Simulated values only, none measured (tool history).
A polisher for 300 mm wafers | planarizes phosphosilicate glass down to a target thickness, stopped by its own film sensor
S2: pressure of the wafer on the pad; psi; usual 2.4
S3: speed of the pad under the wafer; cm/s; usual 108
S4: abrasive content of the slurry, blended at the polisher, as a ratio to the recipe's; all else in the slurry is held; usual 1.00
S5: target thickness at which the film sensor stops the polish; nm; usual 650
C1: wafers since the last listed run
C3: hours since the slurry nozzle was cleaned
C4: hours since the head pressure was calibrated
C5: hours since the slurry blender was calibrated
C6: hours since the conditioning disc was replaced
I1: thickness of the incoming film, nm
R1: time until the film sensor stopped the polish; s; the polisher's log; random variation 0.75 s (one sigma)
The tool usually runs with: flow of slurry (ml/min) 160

run 1 hour=0.0 | flow_of_slurry_(ml/min)=160 S2=2.4 S3=108 S4=1.00 S5=650 | C1=0 wafers_polished_on_this_pad=1182 C3=280.4 C4=75.6 C5=356.9 C6=0.5 | I1=1053.9 | R1=64.1
run 2 hour=13.1 | flow_of_slurry_(ml/min)=160 S2=2.4 S3=108 S4=1.00 S5=650 | C1=190 wafers_polished_on_this_pad=1372 C3=293.5 C4=88.7 C5=370.0 C6=13.6 | I1=1053.9 | R1=65.0
run 3 hour=26.8 | flow_of_slurry_(ml/min)=160 S2=2.4 S3=86 S4=1.00 S5=650 | C1=198 wafers_polished_on_this_pad=1571 C3=307.2 C4=102.4 C5=383.7 C6=27.3 | I1=1033.1 | R1=73.1
-- hour=40.8 worn pad replaced by a new one
run 4 hour=42.2 | flow_of_slurry_(ml/min)=160 S2=2.4 S3=136 S4=1.10 S5=650 | C1=165 wafers_polished_on_this_pad=20 C3=322.6 C4=117.8 C5=399.1 C6=42.7 | I1=1025.6 | R1=45.5
run 5 hour=59.9 | flow_of_slurry_(ml/min)=135 S2=2.4 S3=78 S4=1.00 S5=755 | C1=256 wafers_polished_on_this_pad=277 C3=340.3 C4=135.5 C5=416.8 C6=60.4 | I1=1062.5 | R1=65.4
run 6 hour=70.0 | flow_of_slurry_(ml/min)=160 S2=3.2 S3=120 S4=1.00 S5=650 | C1=146 wafers_polished_on_this_pad=424 C3=350.4 C4=145.6 C5=426.9 C6=70.5 | I1=1026.5 | R1=42.5
-- hour=79.7 slurry nozzle cleaned
run 7 hour=80.2 | flow_of_slurry_(ml/min)=160 S2=3.1 S3=122 S4=1.30 S5=523 | C1=133 wafers_polished_on_this_pad=557 C3=0.5 C4=155.8 C5=437.1 C6=80.7 | I1=1044.7 | R1=50.5
run 8 hour=95.8 | flow_of_slurry_(ml/min)=160 S2=2.4 S3=108 S4=1.00 S5=596 | C1=226 wafers_polished_on_this_pad=784 C3=16.1 C4=171.4 C5=452.7 C6=96.3 | I1=1032.5 | R1=68.1
run 9 hour=111.0 | flow_of_slurry_(ml/min)=160 S2=3.1 S3=108 S4=1.00 S5=550 | C1=220 wafers_polished_on_this_pad=1004 C3=31.3 C4=186.6 C5=467.9 C6=111.5 | I1=1056.7 | R1=63.2
-- hour=119.3 slurry blender recalibrated
run 10 hour=125.8 | flow_of_slurry_(ml/min)=190 S2=2.4 S3=108 S4=1.00 S5=650 | C1=185 wafers_polished_on_this_pad=1190 C3=46.1 C4=201.4 C5=6.5 C6=126.3 | I1=1043.8 | R1=60.0
run 11 hour=136.9 | flow_of_slurry_(ml/min)=200 S2=2.9 S3=108 S4=1.00 S5=743 | C1=161 wafers_polished_on_this_pad=1351 C3=57.2 C4=212.5 C5=17.6 C6=137.4 | I1=1043.0 | R1=37.8
-- hour=139.9 conditioning disc replaced and pad reconditioned
-- hour=161.7 worn pad replaced by a new one
run 12 hour=185.6 | flow_of_slurry_(ml/min)=160 S2=2.4 S3=108 S4=1.00 S5=650 | C1=619 wafers_polished_on_this_pad=347 C3=105.9 C4=261.2 C5=66.3 C6=45.7 | I1=1038.7 | R1=59.9
run 13 hour=222.9 | flow_of_slurry_(ml/min)=160 S2=2.4 S3=108 S4=0.90 S5=650 | C1=541 wafers_polished_on_this_pad=888 C3=143.2 C4=298.5 C5=103.6 C6=83.0 | I1=1034.5 | R1=65.0
run 14 hour=230.5 | flow_of_slurry_(ml/min)=190 S2=3.1 S3=108 S4=1.00 S5=650 | C1=110 wafers_polished_on_this_pad=998 C3=150.8 C4=306.1 C5=111.2 C6=90.6 | I1=1050.2 | R1=48.2
run 15 hour=244.7 | flow_of_slurry_(ml/min)=160 S2=3.1 S3=108 S4=1.00 S5=550 | C1=206 wafers_polished_on_this_pad=1204 C3=165.0 C4=320.3 C5=125.4 C6=104.8 | I1=1027.2 | R1=57.3
run 16 hour=254.5 | flow_of_slurry_(ml/min)=160 S2=2.4 S3=98 S4=1.10 S5=650 | C1=142 wafers_polished_on_this_pad=1347 C3=174.8 C4=330.1 C5=135.2 C6=114.6 | I1=1041.5 | R1=60.7
run 17 hour=266.6 | flow_of_slurry_(ml/min)=160 S2=2.4 S3=108 S4=1.00 S5=650 | C1=175 wafers_polished_on_this_pad=1522 C3=186.9 C4=342.2 C5=147.3 C6=126.7 | I1=1025.2 | R1=55.9
-- hour=273.0 conditioning disc replaced and pad reconditioned
run 18 hour=279.8 | flow_of_slurry_(ml/min)=160 S2=1.8 S3=108 S4=1.00 S5=650 | C1=162 wafers_polished_on_this_pad=1685 C3=200.1 C4=355.4 C5=160.5 C6=6.8 | I1=1030.8 | R1=76.2
run 19 hour=286.3 | flow_of_slurry_(ml/min)=160 S2=1.7 S3=108 S4=0.90 S5=650 | C1=94 wafers_polished_on_this_pad=1779 C3=206.6 C4=361.9 C5=167.0 C6=13.3 | I1=1038.1 | R1=87.4
run 20 hour=296.2 | flow_of_slurry_(ml/min)=160 S2=2.4 S3=108 S4=1.00 S5=650 | C1=143 wafers_polished_on_this_pad=1923 C3=216.5 C4=371.8 C5=176.9 C6=23.2 | I1=1050.3 | R1=60.3
-- hour=301.3 worn pad replaced by a new one
run 21 hour=304.4 | flow_of_slurry_(ml/min)=160 S2=2.4 S3=108 S4=1.00 S5=725 | C1=60 wafers_polished_on_this_pad=45 C3=224.7 C4=380.0 C5=185.1 C6=31.4 | I1=1021.1 | R1=45.2
run 22 hour=315.2 | flow_of_slurry_(ml/min)=190 S2=1.7 S3=80 S4=1.00 S5=531 | C1=156 wafers_polished_on_this_pad=201 C3=235.5 C4=390.8 C5=195.9 C6=42.2 | I1=1043.4 | R1=131.5
run 23 hour=329.5 | flow_of_slurry_(ml/min)=160 S2=2.4 S3=108 S4=0.85 S5=750 | C1=207 wafers_polished_on_this_pad=409 C3=249.8 C4=405.1 C5=210.2 C6=56.5 | I1=1032.0 | R1=49.6
run 24 hour=347.4 | flow_of_slurry_(ml/min)=120 S2=2.4 S3=80 S4=1.00 S5=650 | C1=259 wafers_polished_on_this_pad=669 C3=267.7 C4=423.0 C5=228.1 C6=74.4 | I1=1033.5 | R1=77.9
run 25 hour=363.2 | flow_of_slurry_(ml/min)=160 S2=2.4 S3=108 S4=1.00 S5=650 | C1=229 wafers_polished_on_this_pad=898 C3=283.5 C4=438.8 C5=243.9 C6=90.2 | I1=1033.9 | R1=59.1

For each entry between runs, how does the tool's hidden state at the last listed run before it compare with that at the first listed run after it?
Runs 3 to 4: worn pad replaced by a new one (hour 40.8)
  deviation of the head's pressure from its setpoint, %: 2.79 -> 3.13
  measured result minus the result with no hidden state, R1: -1.9 -> -1.3 s
Runs 6 to 7: slurry nozzle cleaned (hour 79.7)
  deviation of the head's pressure from its setpoint, %: 3.71 -> 3.91
  measured result minus the result with no hidden state, R1: -1.4 -> -1.8 s
Runs 9 to 10: slurry blender recalibrated (hour 119.3)
  deviation of the head's pressure from its setpoint, %: 4.5 -> 4.76
  measured result minus the result with no hidden state, R1: -2.6 -> -2.6 s
Runs 11 to 12: conditioning disc replaced and pad reconditioned (hour 139.9); worn pad replaced by a new one (hour 161.7)
  deviation of the head's pressure from its setpoint, %: 4.96 -> 5.76
  measured result minus the result with no hidden state, R1: -1.7 -> -3.1 s
Runs 17 to 18: conditioning disc replaced and pad reconditioned (hour 273.0)
  deviation of the head's pressure from its setpoint, %: 6.92 -> 7.09
  measured result minus the result with no hidden state, R1: -3.5 -> -4.9 s
Runs 20 to 21: worn pad replaced by a new one (hour 301.3)
  deviation of the head's pressure from its setpoint, %: 7.3 -> 7.4
  measured result minus the result with no hidden state, R1: -4.0 -> -3.0 s
